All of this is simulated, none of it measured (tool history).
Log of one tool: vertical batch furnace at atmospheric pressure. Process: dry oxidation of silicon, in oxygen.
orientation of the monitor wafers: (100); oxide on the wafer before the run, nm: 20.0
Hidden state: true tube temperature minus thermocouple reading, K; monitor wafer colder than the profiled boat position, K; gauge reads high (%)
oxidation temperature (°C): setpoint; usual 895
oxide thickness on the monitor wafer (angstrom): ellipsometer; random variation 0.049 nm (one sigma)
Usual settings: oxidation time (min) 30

run    hour  oxidation temperature (°C)  oxidation time (min)  wafers since the last listed run  hours since the last temperature calibration  hours since the boat lift was adjusted  hours since the gauge calibration  read-back reference wafer on the same gauge, thickness  oxide thickness on the monitor wafer (angstrom)
  1       0                         895                    30                                 0                                        2375.1                                  2050.6                                919                                                    25.6                                            242.2
  2    74.4                         895                    30                              1626                                        2449.5                                    2125                              993.4                                                   25.61                                              242
  3     130                         895                    30                              1215                                        2505.1                                  2180.6                               1049                                                    25.6                                            241.5
  4   194.9                         902                    30                              1419                                          2570                                  2245.5                             1113.9                                                    25.6                                            246.7
  5   262.3                         902                    30                              1473                                        2637.4                                  2312.9                             1181.3                                                   25.59                                            246.8
      312.2  -- gauge calibrated
  6   335.5                         895                    30                              1600                                        2710.6                                  2386.1                               23.3                                                   25.61                                            241.1
  7   611.4                         895                    30                              6032                                        2986.5                                    2662                              299.2                                                   25.61                                            241.4
  8   669.2                         895                    30                              1263                                        3044.3                                  2719.8                                357                                                   25.59                                            241.6
  9   808.8                         895                    30                              3052                                        3183.9                                  2859.4                              496.6                                                   25.62                                            240.4
 10   863.3                         895                    30                              1191                                        3238.4                                  2913.9                              551.1                                                    25.6                                            240.6
 11   953.3                         895                    30                              1967                                        3328.4                                  3003.9                              641.1                                                    25.6                                            241.5
 12  1013.2                         895                    30                              1309                                        3388.3                                  3063.8                                701                                                    25.6                                            240.7
 13  1083.1                         880                  25.5                              1528                                        3458.2                                  3133.7                              770.9                                                   25.59                                            226.7
     1355.1  -- thermocouples replaced and temperature profile calibrated
 14  1355.6                         910                  41.5                              5433                                           0.5                                  3406.2                             1043.4                                                   25.59                                              273
 15  1421.7                         895                    30                              1445                                          66.6                                  3472.3                             1109.5                                                   25.61                                            240.9
     1625.4  -- boat lift adjusted
 16  1625.9                         895                    30                              3940                                         270.8                                     0.5                             1313.7                                                    25.6                                            242.4
     1647.4  -- gauge calibrated
 17  1717.3                         904                    19                              1998                                         362.2                                    91.9                               69.9                                                   25.61                                            229.8
 18  1811.7                         895                  25.5                              2064                                         456.6                                   186.3                              164.3                                                    25.6                                            235.6
 19  1859.2                         895                    30                              1038                                         504.1                                   233.8                              211.8                                                    25.6                                            242.3
 20    1918                         895                  43.5                              1285                                         562.9                                   292.6                              270.6                                                    25.6                                            263.7
 21  2023.1                         895                    30                              2297                                           668                                   397.7                              375.7                                                    25.6                                              243
 22  2094.5                         895                  23.5                              1561                                         739.4                                   469.1                              447.1                                                    25.6                                            232.8
 23  2150.1                         914                    30                              1215                                           795                                   524.7                              502.7                                                    25.6                                            258.5
 24  2257.7                         907                    17                              2352                                         902.6                                   632.3                              610.3                                                   25.59                                            227.5
 25  2357.7                         888                  44.5                              2186                                        1002.6                                   732.3                              710.3                                                    25.6                                            258.1

4 ways to go on from here, each from the tool as it stands after run 25. What would each give?
  A  2361.9                         895                    30                                91                                        1006.8                                   736.5                              714.5                                                       ?                                                ?
  B  2361.9                         912                    30                                91                                        1006.8                                   736.5                              714.5                                                       ?                                                ?
  C  2361.9                         916                    21                                91                                        1006.8                                   736.5                              714.5                                                       ?                                                ?
  D  2361.9                         885                    22                                91                                        1006.8                                   736.5                              714.5                                                       ?                                                ?

run  read-back reference wafer on the same gauge, thickness  oxide thickness on the monitor wafer (angstrom)
  A                                                   25.59                                            242.5
  B                                                   25.59                                            256.3
  C                                                   25.59                                            240.8
  D                                                   25.59                                            224.6
Without the tool's hidden state the same runs would have given:
run  oxide thickness on the monitor wafer (angstrom)
  A                                            243.3
  B                                            257.4
  C                                            241.6
  D                                            225.1
